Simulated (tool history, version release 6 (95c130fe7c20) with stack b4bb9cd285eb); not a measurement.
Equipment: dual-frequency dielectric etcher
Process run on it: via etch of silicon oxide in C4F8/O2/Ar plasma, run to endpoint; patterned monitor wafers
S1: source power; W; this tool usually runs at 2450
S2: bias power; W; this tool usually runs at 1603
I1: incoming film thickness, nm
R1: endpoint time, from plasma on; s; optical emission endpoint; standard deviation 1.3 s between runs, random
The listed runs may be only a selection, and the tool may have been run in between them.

| run | day | S1 | S2 | I1 | R1 |
|---|---|---|---|---|---|
| 1 | 0.000 | 2450 | 1603 | 949.0 | 194.4 |
|  | 6.300 | wet clean of the chamber |
| 2 | 10.046 | 2450 | 1603 | 941.3 | 189.4 |
| 3 | 13.242 | 2450 | 1603 | 936.1 | 191.4 |
| 4 | 17.396 | 2450 | 1603 | 940.2 | 195.2 |
| 5 | 20.700 | 2590 | 1742 | 946.8 | 190.3 |
| 6 | 22.212 | 2590 | 1742 | 930.8 | 188.8 |
|  | 23.892 | wet clean of the chamber |
| 7 | 26.096 | 2590 | 1742 | 942.2 | 186.8 |
| 8 | 28.562 | 2450 | 1603 | 936.8 | 190.8 |
| 9 | 37.146 | 2450 | 1603 | 937.6 | 195.7 |
|  | 38.867 | source power generator calibrated |
|  | 39.650 | wet clean of the chamber |
| 10 | 41.038 | 2450 | 1760 | 935.5 | 185.7 |
| 11 | 43.850 | 2450 | 1760 | 941.0 | 188.7 |
| 12 | 46.546 | 2590 | 1742 | 945.4 | 184.6 |
| 13 | 48.467 | 2280 | 1285 | 934.1 | 199.3 |
|  | 48.862 | bias power generator calibrated |
|  | 56.625 | upper electrode replaced |
| 14 | 56.646 | 2290 | 1603 | 945.9 | 198.9 |
| 15 | 58.712 | 2450 | 1603 | 933.6 | 193.9 |
|  | 59.829 | wet clean of the chamber |
| 16 | 60.479 | 2200 | 1863 | 943.1 | 188.9 |
| 17 | 63.258 | 2450 | 1603 | 948.2 | 194.4 |
| 18 | 68.783 | 2170 | 1735 | 938.2 | 197.7 |
| 19 | 70.812 | 2030 | 1804 | 954.1 | 200.6 |
| 20 | 74.738 | 3000 | 1228 | 937.8 | 199.6 |
|  | 78.825 | wet clean of the chamber |
| 21 | 78.846 | 2450 | 1603 | 936.1 | 187.9 |
| 22 | 81.779 | 2670 | 1350 | 944.3 | 191.0 |
| 23 | 84.996 | 2280 | 1285 | 941.8 | 205.6 |

Run-by-run hidden state of the tool:
source power that arrives over what is set, %: 0 on each run
bias power that arrives over what is set, %: 0 on each run
H1: etch rate over this chamber's usual, %
| run | H1 |
|---|---|
| 1 | -3.07 |
| 2 | -0.702 |
| 3 | -1.65 |
| 4 | -2.89 |
| 5 | -3.87 |
| 6 | -4.32 |
| 7 | -0.469 |
| 8 | -1.2 |
| 9 | -3.75 |
| 10 | 0.353 |
| 11 | -0.483 |
| 12 | -1.28 |
| 13 | -1.85 |
| 14 | -4.29 |
| 15 | -4.9 |
| 16 | -0.588 |
| 17 | -1.41 |
| 18 | -3.06 |
| 19 | -3.66 |
| 20 | -4.82 |
| 21 | -0.148 |
| 22 | -1.02 |
| 23 | -1.98 |
